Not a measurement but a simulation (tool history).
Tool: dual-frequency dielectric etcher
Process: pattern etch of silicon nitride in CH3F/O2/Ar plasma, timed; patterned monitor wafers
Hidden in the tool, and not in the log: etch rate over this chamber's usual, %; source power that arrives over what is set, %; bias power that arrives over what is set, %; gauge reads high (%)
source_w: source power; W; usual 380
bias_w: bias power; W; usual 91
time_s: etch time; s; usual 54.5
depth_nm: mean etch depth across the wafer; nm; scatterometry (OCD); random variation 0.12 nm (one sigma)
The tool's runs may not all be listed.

run	hour	source_w	bias_w	time_s	wafers since the last listed run	hours since the last wet clean	hours since the last source power generator calibration	hours since the last bias power generator calibration	hours since the last upper electrode change	hours since the gauge calibration	read-back reference wafer on the same gauge, depth_nm	depth_nm
1	0	380	91	54.5	0	32.7	3099.5	4325.9	2459	524	42.41	38.56
2	42.9	380	91	54.5	365	75.6	3142.4	4368.8	2501.9	566.9	42.45	38.67
3	78.2	380	91	54.5	300	110.9	3177.7	4404.1	2537.2	602.2	42.38	38.68
4	131.2	380	91	54.5	451	163.9	3230.7	4457.1	2590.2	655.2	42.36	38.56
5	191.2	380	91	47	511	223.9	3290.7	4517.1	2650.2	715.2	42.3	33.46
6	243.2	380	91	47	443	275.9	3342.7	4569.1	2702.2	767.2	42.19	33.3
# hour 419.2: wet clean of the chamber
7	419.7	380	91	46.5	1299	0.5	3519.2	4745.6	2878.7	943.7	41.95	32.51
# hour 425: gauge calibrated
8	448.7	380	75	54.5	247	29.5	3548.2	4774.6	2907.7	23.7	42.68	34.66
9	516.6	380	75	54.5	578	97.4	3616.1	4842.5	2975.6	91.6	42.69	34.75
10	541.8	380	91	54.5	214	122.6	3641.3	4867.7	3000.8	116.8	42.67	38.86
# hour 560.1: bias power generator calibrated
11	589.8	380	91	54.5	375	170.6	3689.3	29.7	3048.8	164.8	42.68	38.92
12	621.6	380	91	60	271	202.4	3721.1	61.5	3080.6	196.6	42.64	42.82
13	714.1	380	91	54.5	788	294.9	3813.6	154	3173.1	289.1	42.6	38.8
14	773.9	420	91	58.5	509	354.7	3873.4	213.8	3232.9	348.9	42.55	42.68
# hour 827.7: wet clean of the chamber
15	835	300	97	44.5	316	7.3	3934.5	274.9	3294	410	42.52	31.1
# hour 867.9: upper electrode replaced
# hour 899.6: source power generator calibrated
16	900	420	113	59	315	72.3	0.4	339.9	32.1	475	42.49	48.38
17	961.5	330	91	54.5	524	133.8	61.9	401.4	93.6	536.5	42.45	37.53
18	995.8	380	91	42.5	292	168.1	96.2	435.7	127.9	570.8	42.4	30.28
19	1043.5	380	85	69	406	215.8	143.9	483.4	175.6	618.5	42.36	46.93
# hour 1187.9: wet clean of the chamber
20	1240.1	380	91	54.5	1471	52.2	340.5	680	372.2	815.1	42.14	38.33

The tool's hidden state at each run:
etch rate over this chamber's usual, %: 0 in every run
source power that arrives over what is set, %: 0 in every run
bias power that arrives over what is set, %: 0 in every run
H1: gauge reads high (%)
run	H1
1	-0.586
2	-0.678
3	-0.759
4	-0.89
5	-1.05
6	-1.2
7	-1.8
8	-0.0432
9	-0.0586
10	-0.0689
11	-0.0955
12	-0.118
13	-0.207
14	-0.282
15	-0.373
16	-0.486
17	-0.608
18	-0.683
19	-0.795
20	-1.35
